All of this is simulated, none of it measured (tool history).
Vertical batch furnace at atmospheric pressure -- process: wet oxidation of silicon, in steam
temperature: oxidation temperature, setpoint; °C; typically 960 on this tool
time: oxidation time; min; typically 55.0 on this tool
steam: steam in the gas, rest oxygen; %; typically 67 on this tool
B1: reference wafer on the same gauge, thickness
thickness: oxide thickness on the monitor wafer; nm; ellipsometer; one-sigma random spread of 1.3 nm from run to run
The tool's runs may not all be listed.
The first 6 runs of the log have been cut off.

{"run": 7, "day": 28.567, "temperature": 960, "time": 55.0, "steam": 67, "B1": 292.79, "thickness": 275.54}
{"run": 8, "day": 31.292, "temperature": 960, "time": 55.0, "steam": 67, "B1": 292.81, "thickness": 279.5}
{"run": 9, "day": 40.546, "temperature": 960, "time": 55.0, "steam": 67, "B1": 293.07, "thickness": 281.03}
{"run": 10, "day": 43.088, "temperature": 960, "time": 55.0, "steam": 67, "B1": 292.82, "thickness": 275.93}
{"run": 11, "day": 45.892, "temperature": 960, "time": 74.0, "steam": 67, "B1": 293.08, "thickness": 339.66}
{"day": 47.267, "done": "thermocouples replaced and temperature profile calibrated"}
{"day": 49.321, "done": "gauge calibrated"}
{"run": 12, "day": 50.221, "temperature": 960, "time": 55.0, "steam": 67, "B1": 292.94, "thickness": 265.64}
{"run": 13, "day": 54.542, "temperature": 960, "time": 55.0, "steam": 67, "B1": 292.89, "thickness": 265.36}
{"run": 14, "day": 56.517, "temperature": 960, "time": 55.0, "steam": 67, "B1": 293.12, "thickness": 267.66}
{"run": 15, "day": 59.879, "temperature": 977, "time": 55.0, "steam": 71, "B1": 293.22, "thickness": 310.95}
{"run": 16, "day": 71.775, "temperature": 960, "time": 45.5, "steam": 67, "B1": 293.11, "thickness": 230.78}
{"run": 17, "day": 75.138, "temperature": 960, "time": 55.0, "steam": 67, "B1": 292.94, "thickness": 264.52}
{"day": 78.775, "done": "steam generator serviced"}
{"run": 18, "day": 78.796, "temperature": 960, "time": 55.0, "steam": 67, "B1": 292.77, "thickness": 280.46}
{"run": 19, "day": 82.542, "temperature": 960, "time": 55.0, "steam": 67, "B1": 292.86, "thickness": 279.18}
{"run": 20, "day": 84.988, "temperature": 960, "time": 77.0, "steam": 67, "B1": 293.07, "thickness": 347.57}
{"run": 21, "day": 88.292, "temperature": 960, "time": 67.5, "steam": 62, "B1": 292.97, "thickness": 305.88}
{"run": 22, "day": 90.071, "temperature": 981, "time": 55.0, "steam": 62, "B1": 292.85, "thickness": 306.36}
{"run": 23, "day": 91.879, "temperature": 960, "time": 47.5, "steam": 55, "B1": 292.93, "thickness": 219.09}
{"run": 24, "day": 93.742, "temperature": 960, "time": 55.0, "steam": 67, "B1": 293.14, "thickness": 278.65}
{"run": 25, "day": 96.662, "temperature": 960, "time": 55.0, "steam": 58, "B1": 293.09, "thickness": 251.25}

Estimate the outcome of run 26 from the log above:
{"run": 26, "day": 99.567, "temperature": 984, "time": 76.0, "steam": 78, "B1": "?", "thickness": "?"}

For run 26 the tool returned B1 293.18, thickness 439.78 nm.
With no hidden state in the tool, this same run would have given thickness 441.03 nm.
